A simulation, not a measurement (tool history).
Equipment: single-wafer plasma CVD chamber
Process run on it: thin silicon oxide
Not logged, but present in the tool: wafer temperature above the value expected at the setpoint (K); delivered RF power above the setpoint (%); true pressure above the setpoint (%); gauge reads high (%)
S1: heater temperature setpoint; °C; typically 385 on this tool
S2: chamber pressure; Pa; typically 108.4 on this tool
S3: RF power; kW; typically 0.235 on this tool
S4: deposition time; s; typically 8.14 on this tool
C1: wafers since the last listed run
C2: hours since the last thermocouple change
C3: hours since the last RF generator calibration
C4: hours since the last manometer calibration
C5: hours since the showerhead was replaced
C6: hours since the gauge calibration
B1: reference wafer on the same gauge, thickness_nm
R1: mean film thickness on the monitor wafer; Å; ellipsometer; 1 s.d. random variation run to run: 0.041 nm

| run | hour | S1 | S2 | S3 | S4 | C1 | C2 | C3 | C4 | C5 | C6 | B1 | R1 |
|---|---|---|---|---|---|---|---|---|---|---|---|---|---|
| 1 | 0 | 385 | 108.4 | 0.235 | 8.14 | 0 | 1817 | 1806.6 | 1585.4 | 7789.5 | 412.9 | 11.303 | 128.24 |
| 2 | 19.3 | 385 | 108.4 | 0.235 | 8.14 | 670 | 1836.3 | 1825.9 | 1604.7 | 7808.8 | 432.2 | 11.302 | 127.8 |
| 3 | 69.7 | 385 | 108.4 | 0.235 | 8.14 | 1750 | 1886.7 | 1876.3 | 1655.1 | 7859.2 | 482.6 | 11.299 | 128.07 |
| 4 | 123 | 385 | 108.4 | 0.26 | 7.46 | 1850 | 1940 | 1929.6 | 1708.4 | 7912.5 | 535.9 | 11.304 | 122.72 |
| 5 | 152.8 | 385 | 108.4 | 0.235 | 8.14 | 1034 | 1969.8 | 1959.4 | 1738.2 | 7942.3 | 565.7 | 11.293 | 128.02 |
| 6 | 170 | 385 | 108.4 | 0.235 | 8.14 | 597 | 1987 | 1976.6 | 1755.4 | 7959.5 | 582.9 | 11.297 | 128.34 |
| 7 | 198.7 | 385 | 108.4 | 0.235 | 8.14 | 996 | 2015.7 | 2005.3 | 1784.1 | 7988.2 | 611.6 | 11.303 | 127.68 |
|  | 209.9 | thermocouple changed; heater temperature recalibrated |
| 8 | 216 | 385 | 108.4 | 0.235 | 8.14 | 322 | 6.1 | 2022.6 | 1801.4 | 8005.5 | 628.9 | 11.305 | 128.24 |
| 9 | 240.6 | 385 | 108.4 | 0.26 | 8.14 | 854 | 30.7 | 2047.2 | 1826 | 8030.1 | 653.5 | 11.303 | 133.14 |
| 10 | 259 | 385 | 108.4 | 0.26 | 8.14 | 638 | 49.1 | 2065.6 | 1844.4 | 8048.5 | 671.9 | 11.297 | 133.34 |
|  | 270.1 | gauge calibrated |
|  | 291.9 | showerhead replaced |
| 11 | 292.4 | 385 | 108.4 | 0.26 | 8.14 | 882 | 82.5 | 2099 | 1877.8 | 0.5 | 22.3 | 11.298 | 133.39 |
| 12 | 308.3 | 385 | 108.4 | 0.245 | 8.14 | 552 | 98.4 | 2114.9 | 1893.7 | 16.4 | 38.2 | 11.288 | 130.31 |
| 13 | 321.2 | 385 | 108.4 | 0.245 | 8.14 | 447 | 111.3 | 2127.8 | 1906.6 | 29.3 | 51.1 | 11.307 | 130.41 |
|  | 330.7 | capacitance manometer re-zeroed and calibrated |
| 14 | 333.9 | 385 | 127.3 | 0.255 | 7.34 | 163 | 124 | 2140.5 | 3.2 | 42 | 63.8 | 11.304 | 138.28 |
|  | 353.8 | RF generator calibrated |
| 15 | 360.2 | 385 | 108.4 | 0.235 | 8.14 | 635 | 150.3 | 6.4 | 29.5 | 68.3 | 90.1 | 11.302 | 134.07 |
| 16 | 394.6 | 391 | 121.6 | 0.265 | 7.45 | 1194 | 184.7 | 40.8 | 63.9 | 102.7 | 124.5 | 11.298 | 136.8 |
| 17 | 410.1 | 385 | 128.4 | 0.195 | 8.14 | 538 | 200.2 | 56.3 | 79.4 | 118.2 | 140 | 11.295 | 136.48 |
| 18 | 423 | 385 | 108.4 | 0.245 | 8.14 | 447 | 213.1 | 69.2 | 92.3 | 131.1 | 152.9 | 11.301 | 136.46 |
| 19 | 439.3 | 374 | 120.7 | 0.235 | 8.14 | 566 | 229.4 | 85.5 | 108.6 | 147.4 | 169.2 | 11.297 | 143.93 |
| 20 | 472.3 | 385 | 108.4 | 0.235 | 8.14 | 1145 | 262.4 | 118.5 | 141.6 | 180.4 | 202.2 | 11.302 | 133.62 |
| 21 | 500.9 | 397 | 97.6 | 0.25 | 8.77 | 993 | 291 | 147.1 | 170.2 | 209 | 230.8 | 11.304 | 136.98 |
| 22 | 514.6 | 385 | 108.4 | 0.2 | 7.3 | 475 | 304.7 | 160.8 | 183.9 | 222.7 | 244.5 | 11.305 | 111.47 |
| 23 | 529.9 | 391 | 92.3 | 0.235 | 8.14 | 531 | 320 | 176.1 | 199.2 | 238 | 259.8 | 11.31 | 119.82 |
| 24 | 542 | 373 | 108.4 | 0.22 | 8.14 | 420 | 332.1 | 188.2 | 211.3 | 250.1 | 271.9 | 11.298 | 130.44 |
| 25 | 567.4 | 398 | 134 | 0.265 | 9.04 | 882 | 357.5 | 213.6 | 236.7 | 275.5 | 297.3 | 11.301 | 173.58 |
| 26 | 588.7 | 385 | 127.3 | 0.255 | 7.34 | 739 | 378.8 | 234.9 | 258 | 296.8 | 318.6 | 11.301 | 135.35 |

Predict each of these 5 candidate next runs independently; none follows another, all start after run 26:
| A | 589.1 | 376 | 108.4 | 0.235 | 8.14 | 13 | 379.2 | 235.3 | 258.4 | 297.2 | 319 | ? | ? |
| B | 589.1 | 395 | 108.4 | 0.235 | 9.03 | 13 | 379.2 | 235.3 | 258.4 | 297.2 | 319 | ? | ? |
| C | 589.1 | 396 | 93.1 | 0.28 | 8.14 | 13 | 379.2 | 235.3 | 258.4 | 297.2 | 319 | ? | ? |
| D | 589.1 | 385 | 86 | 0.235 | 9.12 | 13 | 379.2 | 235.3 | 258.4 | 297.2 | 319 | ? | ? |
| E | 589.1 | 385 | 84.1 | 0.235 | 8.14 | 13 | 379.2 | 235.3 | 258.4 | 297.2 | 319 | ? | ? |

| run | B1 | R1 |
|---|---|---|
| A | 11.3 | 133.25 |
| B | 11.3 | 145.68 |
| C | 11.3 | 127.93 |
| D | 11.3 | 128.08 |
| E | 11.3 | 112.79 |
Without the tool's hidden state the same runs would have given:
| run | R1 |
|---|---|
| A | 135.51 |
| B | 148.15 |
| C | 130.28 |
| D | 130.43 |
| E | 114.87 |
